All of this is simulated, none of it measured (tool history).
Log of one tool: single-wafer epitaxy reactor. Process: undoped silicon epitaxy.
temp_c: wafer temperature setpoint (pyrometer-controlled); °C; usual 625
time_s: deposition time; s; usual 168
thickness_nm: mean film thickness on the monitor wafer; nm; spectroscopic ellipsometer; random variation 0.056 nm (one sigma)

run   hour  temp_c  time_s  wafers since the last listed run  hours since the last pyrometer calibration  hours since the gauge calibration  read-back reference wafer on the same gauge, thickness_nm  thickness_nm
  1      0     625     168                                 0                                      1336.2                              138.6                                                      19.19        14.516
  2   11.5     625     168                               146                                      1347.7                              150.1                                                     19.203        14.554
  3   27.2     625     168                               199                                      1363.4                              165.8                                                     19.205        14.426
  4     35     625     168                                99                                      1371.2                              173.6                                                     19.213        14.421
  5     50     625     168                               190                                      1386.2                              188.6                                                     19.187        14.405
  6   65.6     613     168                               198                                      1401.8                              204.2                                                     19.191        11.187
  7     72     613     168                                81                                      1408.2                              210.6                                                     19.206        11.227
  8   86.2     625     177                               180                                      1422.4                              224.8                                                     19.192        15.181
  9   97.1     625     177                               138                                      1433.3                              235.7                                                     19.206        15.109
 10  105.4     625     177                               105                                      1441.6                                244                                                     19.216        15.063
 11  116.7     625     168                               143                                      1452.9                              255.3                                                     19.222        14.355
 12  128.4     631     168                               148                                      1464.6                                267                                                     19.187         16.12
 13  140.4     631     168                               152                                      1476.6                                279                                                     19.186        16.097
     154.8  -- pyrometer calibrated
 14  155.3     614     141                                87                                         0.5                              293.9                                                     19.185        10.606
 15  165.6     628     168                               130                                        10.8                              304.2                                                     19.207        16.873
 16  180.6     628     168                               190                                        25.8                              319.2                                                     19.215        16.733
 17  193.8     628     168                               167                                          39                              332.4                                                     19.211        16.776
       207  -- gauge calibrated
 18  207.2     625     168                               170                                        52.4                                0.2                                                     19.205        15.764
 19  219.5     625     193                               156                                        64.7                               12.5                                                     19.215        18.209
 20  232.9     625     168                               170                                        78.1                               25.9                                                     19.199        15.709
 21  245.9     625     182                               165                                        91.1                               38.9                                                      19.18        17.066
 22  260.4     615     147                               184                                       105.6                               53.4                                                       19.2        11.236
 23  267.9     625     168                                95                                       113.1                               60.9                                                     19.189        15.792
 24  279.6     617     168                               148                                       124.8                               72.6                                                     19.197        13.428
 25  303.3     625     168                               301                                       148.5                               96.3                                                     19.227        15.752
 26  310.7     638     168                                94                                       155.9                              103.7                                                     19.201        20.468
 27    328     611     152                               219                                       173.2                                121                                                     19.201        10.648

The next listed run, before its measurement:
 28  337.2     625     168                               116                                       182.4                              130.2                                                          ?             ?

read-back reference wafer on the same gauge, thickness_nm: 19.189
thickness_nm: 15.663 nm
Without the tool's hidden state the same run would have given thickness_nm 15.945 nm.
